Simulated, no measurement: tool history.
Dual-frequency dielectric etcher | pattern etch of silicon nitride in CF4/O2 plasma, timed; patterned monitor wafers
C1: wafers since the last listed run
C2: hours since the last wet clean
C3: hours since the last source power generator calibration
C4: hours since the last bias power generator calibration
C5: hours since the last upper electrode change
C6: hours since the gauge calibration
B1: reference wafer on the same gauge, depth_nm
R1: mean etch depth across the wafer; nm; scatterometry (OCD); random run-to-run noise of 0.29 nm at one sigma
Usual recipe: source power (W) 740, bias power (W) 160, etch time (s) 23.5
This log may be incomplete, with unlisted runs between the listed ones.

{"run": 1, "hour": 0.0, "source power (W)": 740, "bias power (W)": 134, "etch time (s)": 23.5, "C1": 0, "C2": 503.6, "C3": 4427.9, "C4": 3092.7, "C5": 3539.8, "C6": 57.3, "B1": 55.9, "R1": 56.8}
{"run": 2, "hour": 6.3, "source power (W)": 740, "bias power (W)": 134, "etch time (s)": 23.5, "C1": 68, "C2": 509.9, "C3": 4434.2, "C4": 3099.0, "C5": 3546.1, "C6": 63.6, "B1": 55.8, "R1": 56.4}
{"run": 3, "hour": 16.9, "source power (W)": 740, "bias power (W)": 138, "etch time (s)": 25.5, "C1": 114, "C2": 520.5, "C3": 4444.8, "C4": 3109.6, "C5": 3556.7, "C6": 74.2, "B1": 56.0, "R1": 62.0}
{"run": 4, "hour": 33.4, "source power (W)": 740, "bias power (W)": 138, "etch time (s)": 25.5, "C1": 178, "C2": 537.0, "C3": 4461.3, "C4": 3126.1, "C5": 3573.2, "C6": 90.7, "B1": 55.9, "R1": 62.3}
{"hour": 68.0, "done": "wet clean of the chamber"}
{"hour": 72.1, "done": "gauge calibrated"}
{"hour": 83.3, "done": "upper electrode replaced"}
{"run": 5, "hour": 83.8, "source power (W)": 740, "bias power (W)": 138, "etch time (s)": 25.5, "C1": 119, "C2": 15.8, "C3": 4511.7, "C4": 3176.5, "C5": 0.5, "C6": 11.7, "B1": 55.9, "R1": 62.5}
{"run": 6, "hour": 84.1, "source power (W)": 740, "bias power (W)": 160, "etch time (s)": 23.5, "C1": 3, "C2": 16.1, "C3": 4512.0, "C4": 3176.8, "C5": 0.8, "C6": 12.0, "B1": 56.0, "R1": 62.3}
{"run": 7, "hour": 84.5, "source power (W)": 740, "bias power (W)": 160, "etch time (s)": 23.5, "C1": 4, "C2": 16.5, "C3": 4512.4, "C4": 3177.2, "C5": 1.2, "C6": 12.4, "B1": 55.9, "R1": 62.7}
{"run": 8, "hour": 84.8, "source power (W)": 740, "bias power (W)": 160, "etch time (s)": 23.5, "C1": 3, "C2": 16.8, "C3": 4512.7, "C4": 3177.5, "C5": 1.5, "C6": 12.7, "B1": 56.0, "R1": 62.3}
{"run": 9, "hour": 85.1, "source power (W)": 740, "bias power (W)": 160, "etch time (s)": 23.5, "C1": 3, "C2": 17.1, "C3": 4513.0, "C4": 3177.8, "C5": 1.8, "C6": 13.0, "B1": 55.9, "R1": 62.6}

Forecast run 10:
{"run": 10, "hour": 99.6, "source power (W)": 740, "bias power (W)": 160, "etch time (s)": 23.5, "C1": 156, "C2": 31.6, "C3": 4527.5, "C4": 3192.3, "C5": 16.3, "C6": 27.5, "B1": "?", "R1": "?"}

Logged for run 10: B1 55.9, R1 62.4 nm.
The same run, on a tool lacking any hidden state, would have yielded R1 62.4 nm.

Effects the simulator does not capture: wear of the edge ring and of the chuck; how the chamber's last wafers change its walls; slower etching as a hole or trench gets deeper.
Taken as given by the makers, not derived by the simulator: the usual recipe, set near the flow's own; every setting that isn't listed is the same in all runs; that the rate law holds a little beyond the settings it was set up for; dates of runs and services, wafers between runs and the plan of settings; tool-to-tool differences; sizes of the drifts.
